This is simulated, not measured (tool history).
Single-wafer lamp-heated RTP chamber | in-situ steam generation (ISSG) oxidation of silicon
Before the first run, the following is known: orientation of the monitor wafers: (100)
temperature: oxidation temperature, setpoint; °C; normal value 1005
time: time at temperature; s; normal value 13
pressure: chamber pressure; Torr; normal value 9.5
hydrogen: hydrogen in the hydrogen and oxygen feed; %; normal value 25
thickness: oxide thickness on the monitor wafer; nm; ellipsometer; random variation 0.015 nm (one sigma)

run   hour  temperature  time  pressure  hydrogen  read-back reference wafer on the same gauge, thickness  thickness
  1    0.0          989    13      10.2        25                                                   4.480      5.022
  2   10.0          989    13      10.2        25                                                   4.480      4.996
  3   18.7         1005    13       9.5        25                                                   4.483      5.410
  4   28.2         1005    13       9.5        25                                                   4.483      5.439
  5   39.0         1005    13       9.5        25                                                   4.485      5.416
  6   56.5         1005     9       9.5        25                                                   4.481      4.614
  7   69.0         1005     9       9.5        25                                                   4.476      4.610
  8   79.9         1005    11       9.5        25                                                   4.477      5.035
      91.7  -- pressure gauge zeroed
  9   97.7         1011    17       9.5        25                                                   4.482      6.305
 10  105.1         1012    13      10.2        25                                                   4.479      5.491
 11  117.9         1005    13      10.2        25                                                   4.481      5.340
     121.3  -- gauge calibrated
     132.5  -- hydrogen flow controller replaced
 12  133.0         1005    13       9.5        25                                                   4.482      5.419
     144.2  -- pyrometer window cleaned and pyrometer calibrated
 13  145.2         1005    16       9.0        17                                                   4.480      5.289
 14  158.5         1005    13       9.5        21                                                   4.481      4.991
 15  170.7         1005    16       9.0        17                                                   4.481      5.298
 16  183.6         1005    13       8.5        25                                                   4.480      5.324
 17  198.5          988    13       9.5        17                                                   4.478      4.533

Pick out some run-to-run changes in thickness. Of each, how much would a tool without hidden state show as well, from the settings, what came in and chance, and how much is left for the hidden state and any gauge scatter not in both results compared?
Hidden state at play: true wafer temperature minus pyrometer reading, K; true pressure minus gauge reading, Torr; deviation of the hydrogen flow from its setpoint, %; gauge reads high (%).
Run 8 -> 9: temperature 1005 -> 1011, time 11 -> 17, pressure gauge zeroed. thickness +1.270 nm: hidden state +0.101, all else +1.169.
Run 12 -> 13: time 13 -> 16, pressure 9.5 -> 9.0, hydrogen 25 -> 17, pyrometer window cleaned and pyrometer calibrated. thickness -0.130 nm: hidden state -0.211, all else +0.081.
